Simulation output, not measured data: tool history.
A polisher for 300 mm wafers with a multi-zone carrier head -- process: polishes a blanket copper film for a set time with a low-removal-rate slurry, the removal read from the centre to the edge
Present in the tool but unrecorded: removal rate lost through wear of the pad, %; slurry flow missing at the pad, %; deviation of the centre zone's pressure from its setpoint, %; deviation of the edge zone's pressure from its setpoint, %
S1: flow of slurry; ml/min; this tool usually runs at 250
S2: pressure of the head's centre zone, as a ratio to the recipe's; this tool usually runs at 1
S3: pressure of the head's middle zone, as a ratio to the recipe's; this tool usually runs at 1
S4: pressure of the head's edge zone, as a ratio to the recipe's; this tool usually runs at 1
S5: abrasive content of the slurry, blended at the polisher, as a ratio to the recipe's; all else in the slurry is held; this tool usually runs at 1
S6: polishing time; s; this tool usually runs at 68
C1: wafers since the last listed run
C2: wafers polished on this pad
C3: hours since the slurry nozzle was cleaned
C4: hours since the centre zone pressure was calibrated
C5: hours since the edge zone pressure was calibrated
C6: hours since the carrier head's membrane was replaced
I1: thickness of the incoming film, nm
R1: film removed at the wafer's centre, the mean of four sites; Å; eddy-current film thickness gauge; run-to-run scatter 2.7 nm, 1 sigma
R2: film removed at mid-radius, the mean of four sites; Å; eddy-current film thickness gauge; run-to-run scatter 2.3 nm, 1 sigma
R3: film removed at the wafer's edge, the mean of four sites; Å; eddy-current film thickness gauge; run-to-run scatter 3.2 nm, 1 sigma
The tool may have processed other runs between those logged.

run 1 hour=0 | S1=250 S2=1 S3=1 S4=1 S5=1 S6=68 | C1=0 C2=6 C3=496.9 C4=101.3 C5=36.9 C6=285.2 | I1=862.8 | R1=2870 R2=2899 R3=2987
run 2 hour=24 | S1=250 S2=1 S3=1 S4=1 S5=1 S6=68 | C1=276 C2=283 C3=520.9 C4=125.3 C5=60.9 C6=309.2 | I1=881.7 | R1=2953 R2=2900 R3=2949
run 3 hour=48.5 | S1=250 S2=1 S3=1 S4=1 S5=1 S6=68 | C1=282 C2=565 C3=545.4 C4=149.8 C5=85.4 C6=333.7 | I1=884.5 | R1=2913 R2=2863 R3=2943
run 4 hour=74.9 | S1=250 S2=1 S3=1 S4=1 S5=1 S6=68 | C1=304 C2=869 C3=571.8 C4=176.2 C5=111.8 C6=360.1 | I1=862.1 | R1=2890 R2=2859 R3=2920
-- hour=83.6 slurry nozzle cleaned
run 5 hour=98.4 | S1=250 S2=1 S3=1 S4=1 S5=1 S6=68 | C1=259 C2=1129 C3=14.8 C4=199.7 C5=135.3 C6=383.6 | I1=855.4 | R1=3077 R2=3017 R3=3021
run 6 hour=120.8 | S1=195 S2=1.11 S3=1 S4=0.95 S5=1 S6=56 | C1=258 C2=1387 C3=37.2 C4=222.1 C5=157.7 C6=406 | I1=878.2 | R1=2660 R2=2382 R3=2414
-- hour=129.3 worn pad replaced by a new one
run 7 hour=137.3 | S1=250 S2=1 S3=1 S4=1 S5=1 S6=68 | C1=144 C2=92 C3=53.7 C4=238.6 C5=174.2 C6=422.5 | I1=877.7 | R1=3038 R2=2989 R3=3054
run 8 hour=150.5 | S1=250 S2=1 S3=1 S4=1 S5=1.1 S6=68 | C1=152 C2=244 C3=66.9 C4=251.8 C5=187.4 C6=435.7 | I1=875.7 | R1=3073 R2=3039 R3=3116
run 9 hour=167.3 | S1=275 S2=0.88 S3=0.91 S4=1 S5=1.2 S6=68 | C1=193 C2=438 C3=83.7 C4=268.6 C5=204.2 C6=452.5 | I1=870.7 | R1=2752 R2=2918 R3=3223
run 10 hour=186.9 | S1=300 S2=1.11 S3=1 S4=1 S5=1 S6=68 | C1=225 C2=664 C3=103.3 C4=288.2 C5=223.8 C6=472.1 | I1=872.7 | R1=3464 R2=3023 R3=3085
-- hour=222.1 centre zone pressure recalibrated
run 11 hour=236 | S1=250 S2=1 S3=1.06 S4=1 S5=1.1 S6=68 | C1=543 C2=1207 C3=152.4 C4=13.9 C5=272.9 C6=521.2 | I1=870.8 | R1=3066 R2=3209 R3=3051
-- hour=243.7 carrier head's membrane replaced by a new one
-- hour=253.2 worn pad replaced by a new one
run 12 hour=256.4 | S1=250 S2=1 S3=0.91 S4=1 S5=1 S6=68 | C1=131 C2=36 C3=172.8 C4=34.3 C5=293.3 C6=12.7 | I1=866.1 | R1=2974 R2=2734 R3=3022
run 13 hour=289.6 | S1=250 S2=1 S3=1 S4=1 S5=0.9 S6=85 | C1=382 C2=419 C3=206 C4=67.5 C5=326.5 C6=45.9 | I1=879.7 | R1=3688 R2=3583 R3=3674
run 14 hour=316.6 | S1=250 S2=1 S3=1 S4=1 S5=1 S6=68 | C1=311 C2=730 C3=233 C4=94.5 C5=353.5 C6=72.9 | I1=864.9 | R1=2971 R2=2997 R3=3076
-- hour=335.6 edge zone pressure recalibrated
run 15 hour=346.5 | S1=175 S2=1 S3=1 S4=1 S5=1 S6=58 | C1=321 C2=1052 C3=262.9 C4=124.4 C5=10.9 C6=102.8 | I1=879.4 | R1=2397 R2=2381 R3=2489
run 16 hour=367.6 | S1=295 S2=0.92 S3=1.11 S4=1 S5=0.75 S6=68 | C1=243 C2=1295 C3=284 C4=145.5 C5=32 C6=123.9 | I1=883.7 | R1=2580 R2=3049 R3=2830
-- hour=389.6 worn pad replaced by a new one
run 17 hour=390.1 | S1=250 S2=1 S3=1 S4=0.9 S5=1 S6=68 | C1=213 C2=6 C3=306.5 C4=168 C5=54.5 C6=146.4 | I1=865.5 | R1=3004 R2=2912 R3=2850
run 18 hour=413.4 | S1=250 S2=0.89 S3=1 S4=0.95 S5=1.15 S6=86 | C1=268 C2=274 C3=329.8 C4=191.3 C5=77.8 C6=169.7 | I1=853.4 | R1=3440 R2=3851 R3=3781
run 19 hour=445.4 | S1=250 S2=1 S3=1 S4=1 S5=1 S6=68 | C1=368 C2=643 C3=361.8 C4=223.3 C5=109.8 C6=201.7 | I1=883.6 | R1=2960 R2=2972 R3=2956
run 20 hour=463.1 | S1=250 S2=1 S3=1.04 S4=0.91 S5=1 S6=68 | C1=204 C2=847 C3=379.5 C4=241 C5=127.5 C6=219.4 | I1=869.3 | R1=2927 R2=3041 R3=2885
run 21 hour=477.6 | S1=300 S2=1.11 S3=1 S4=1 S5=1 S6=68 | C1=167 C2=1014 C3=394 C4=255.5 C5=142 C6=233.9 | I1=865 | R1=3284 R2=2951 R3=3039
run 22 hour=495.1 | S1=205 S2=1 S3=1.1 S4=1.09 S5=1 S6=68 | C1=201 C2=1216 C3=411.5 C4=273 C5=159.5 C6=251.4 | I1=868.1 | R1=2839 R2=3067 R3=3027

Below, some changes in R1 between adjacent runs. For each, the amount present without the hidden state too (settings, incoming material, random variation) and the amount remaining for the hidden state with gauge scatter not shared by both compared results:
Run 4 -> 5: slurry nozzle cleaned. R1 +187 Å: hidden state +165, all else +22.
Run 12 -> 13: S3 0.91 -> 1, S5 1 -> 0.9, S6 68 -> 85. R1 +714 Å: hidden state -27, all else +741.
Run 13 -> 14: S5 0.9 -> 1, S6 85 -> 68. R1 -717 Å: hidden state +9, all else -726.
Run 21 -> 22: S1 300 -> 205, S2 1.11 -> 1, S3 1 -> 1.1, S4 1 -> 1.09. R1 -445 Å: hidden state -33, all else -412.
